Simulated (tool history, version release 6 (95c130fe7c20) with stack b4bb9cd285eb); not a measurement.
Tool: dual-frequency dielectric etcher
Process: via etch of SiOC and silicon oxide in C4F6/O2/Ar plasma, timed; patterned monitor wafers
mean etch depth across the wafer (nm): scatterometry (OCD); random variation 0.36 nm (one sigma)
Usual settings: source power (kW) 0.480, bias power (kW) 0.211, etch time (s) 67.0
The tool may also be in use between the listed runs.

run   hour  source power (kW)  bias power (kW)  etch time (s)  read-back reference wafer on the same gauge, depth_nm  mean etch depth across the wafer (nm)
  1    0.0              0.480            0.211           78.5                                                   96.9                                   98.5
  2   69.4              0.480            0.211           78.5                                                   96.7                                   98.7
  3  140.2              0.480            0.211           67.0                                                   96.8                                   84.9
     201.6  -- wet clean of the chamber
  4  202.1              0.430            0.211           67.0                                                   96.8                                   78.2
  5  214.1              0.430            0.211           67.0                                                   96.8                                   78.4
  6  260.9              0.430            0.211           67.0                                                   96.8                                   79.3
  7  315.8              0.400            0.211           67.0                                                   96.9                                   77.1
  8  379.3              0.400            0.211           67.0                                                   96.7                                   78.0
     452.9  -- source power generator calibrated
  9  453.4              0.590            0.162           67.0                                                   96.8                                   84.5
     487.1  -- bias power generator calibrated
 10  493.8              0.390            0.255           79.5                                                   96.8                                   98.8
 11  519.2              0.400            0.236           79.5                                                   96.7                                   98.2
     538.4  -- gauge calibrated
     565.5  -- wet clean of the chamber
     571.0  -- upper electrode replaced
 12  573.8              0.480            0.182           72.5                                                   96.8                                   84.3

The next listed run, before its measurement:
 13  627.4              0.370            0.211           67.0                                                      ?                                      ?

Run 13 gave read-back reference wafer on the same gauge, depth_nm 96.8, mean etch depth across the wafer (nm) 74.3.
Without the tool's hidden state the same run would have given mean etch depth across the wafer (nm) 74.2.

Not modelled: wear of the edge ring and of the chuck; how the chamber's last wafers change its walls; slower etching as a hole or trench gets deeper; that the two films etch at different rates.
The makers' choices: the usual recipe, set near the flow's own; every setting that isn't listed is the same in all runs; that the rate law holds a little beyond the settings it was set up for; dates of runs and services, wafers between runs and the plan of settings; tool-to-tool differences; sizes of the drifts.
